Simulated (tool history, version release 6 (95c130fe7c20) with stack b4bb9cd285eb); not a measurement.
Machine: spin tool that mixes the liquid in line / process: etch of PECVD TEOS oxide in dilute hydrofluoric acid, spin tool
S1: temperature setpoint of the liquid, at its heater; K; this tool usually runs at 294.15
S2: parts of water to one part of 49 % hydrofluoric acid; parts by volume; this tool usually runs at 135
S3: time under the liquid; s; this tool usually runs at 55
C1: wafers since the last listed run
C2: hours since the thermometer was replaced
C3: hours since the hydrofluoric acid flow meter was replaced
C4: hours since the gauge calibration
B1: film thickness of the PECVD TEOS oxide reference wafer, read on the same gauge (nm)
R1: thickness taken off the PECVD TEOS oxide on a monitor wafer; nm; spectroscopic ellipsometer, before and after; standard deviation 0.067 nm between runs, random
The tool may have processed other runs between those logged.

run   hour      S1   S2  S3    C1      C2      C3     C4      B1     R1
  1      0  294.15  135  70     0  1091.6  2034.7  308.4  139.98    7.6
  2   30.4  294.15  135  70   322    1122  2065.1  338.8     140   7.76
  3   62.7  294.15  135  70   342  1154.3  2097.4  371.1  140.01    7.7
  4  113.9  294.15  135  55   543  1205.5  2148.6  422.3  140.02   5.98
  5  165.4  291.15  135  55   546    1257  2200.1  473.8  140.05   5.23
  6  202.4  291.15  135  55   392    1294  2237.1  510.8  140.02   5.27
  7  234.1  291.15  135  55   336  1325.7  2268.8  542.5  140.02   5.23
  8  330.3  294.15  135  55  1021  1421.9    2365  638.7  140.02   5.86
  9  368.3  294.15  135  55   403  1459.9    2403  676.7  139.97   5.78
 10  411.2  294.15  135  55   455  1502.8  2445.9  719.6  140.03   5.82
     414.6  -- thermometer replaced
 11  444.5  294.15  135  55   342    29.9  2479.2  752.9  140.02   6.25
 12  479.7  299.15   80  85   373    65.1  2514.4  788.1  140.01  21.41
 13  538.6  298.15  135  55   625     124  2573.3    847  140.01   7.15
 14  595.4  294.15  135  55   603   180.8  2630.1  903.8     140   6.18
     625.8  -- hydrofluoric acid flow meter replaced
 15  656.5  295.65  135  25   638   241.9    30.7  964.9     140   3.47
     663.7  -- gauge calibrated
 16  693.2  294.15  100  55   389   278.6    67.4   29.5     140  10.17
 17  733.8  292.65  135  75   431   319.2     108   70.1  140.01   9.34
 18  792.9  294.15  135  25   627   378.3   167.1  129.2  139.99   3.25
 19  838.6  295.65  135  55   485     424   212.8  174.9  139.97    7.6
 20  877.9  291.65   90  70   417   463.3   252.1  214.2     140  12.52
 21  966.8  296.65  135  55   943   552.2     341  303.1  139.99   7.64

Alternative continuations, all from the tool just after run 21; predict every row:
  A  967.2  294.15  135  55   4  552.6  341.4  303.5   ?   ?
  B  967.2  298.65  195  45   4  552.6  341.4  303.5   ?   ?
  C  967.2  294.15  180  25   4  552.6  341.4  303.5   ?   ?

run   B1    R1
  A  140  7.02
  B  140  4.42
  C  140  2.28
With the hidden condition removed and each run's random variation left untouched, the same runs would have given:
run    R1
  A   7.5
  B  4.72
  C  2.44
